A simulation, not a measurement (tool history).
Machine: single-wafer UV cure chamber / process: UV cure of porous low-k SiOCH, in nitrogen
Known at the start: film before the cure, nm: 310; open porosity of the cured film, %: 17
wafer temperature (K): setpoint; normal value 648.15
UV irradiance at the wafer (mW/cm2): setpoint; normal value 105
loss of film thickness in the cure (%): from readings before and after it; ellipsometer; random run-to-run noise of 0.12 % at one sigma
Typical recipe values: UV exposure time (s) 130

run	hour	wafer temperature (K)	UV exposure time (s)	UV irradiance at the wafer (mW/cm2)	loss of film thickness in the cure (%)
1	0	648.15	130	105	8.001
2	107.2	648.15	130	105	8.143
3	179	648.15	130	105	7.933
4	282.5	635.15	130	105	7.935
# hour 294: quartz window cleaned
5	359.1	635.15	130	105	7.733
6	414.9	635.15	130	105	7.799
7	487.3	657.15	130	105	8.262
8	548.3	648.15	130	92	7.38
9	621.9	648.15	130	92	7.388
10	711.7	633.15	130	105	7.658
# hour 739.5: quartz window cleaned
11	808.8	648.15	175	105	9.147
# hour 866.8: UV bulbs replaced
12	869.9	648.15	175	105	8.47
13	938.5	648.15	175	105	8.167
14	989.9	648.15	130	91	6.455
15	1081.7	658.15	130	105	6.924
16	1137.2	648.15	130	138	7.843
# hour 1157.5: quartz window cleaned
17	1237.3	648.15	130	105	6.675
18	1315.7	648.15	175	105	7.664
# hour 1337.5: UV bulbs replaced, repeated, since the last time left the tool worse
19	1382.3	648.15	190	105	10.278
20	1455.1	630.15	65	117	5.783
21	1510.2	648.15	130	134	9.377
22	1552.1	648.15	205	134	11.27
# hour 1623.9: quartz window cleaned
23	1641.6	664.15	200	142	11.725
24	1721.3	642.15	130	105	8.246
25	1792.5	648.15	130	105	8.176
26	1872	665.15	65	81	4.736
27	1950.4	654.15	165	67	7.463
# hour 2049.6: quartz window cleaned
28	2058.4	630.15	155	66	6.789

Below are 4 alternative next runs, each starting from the tool's condition after run 28. Predict each:
A	2058.9	628.15	130	105	?
B	2058.9	648.15	180	91	?
C	2058.9	648.15	75	66	?
D	2058.9	657.15	155	80	?

run	loss of film thickness in the cure (%)
A	7.748
B	8.864
C	4.323
D	7.855
Take away the tool's hidden state, keep each run's random variation, and the runs would have read:
run	loss of film thickness in the cure (%)
A	8.486
B	9.629
C	4.907
D	8.596
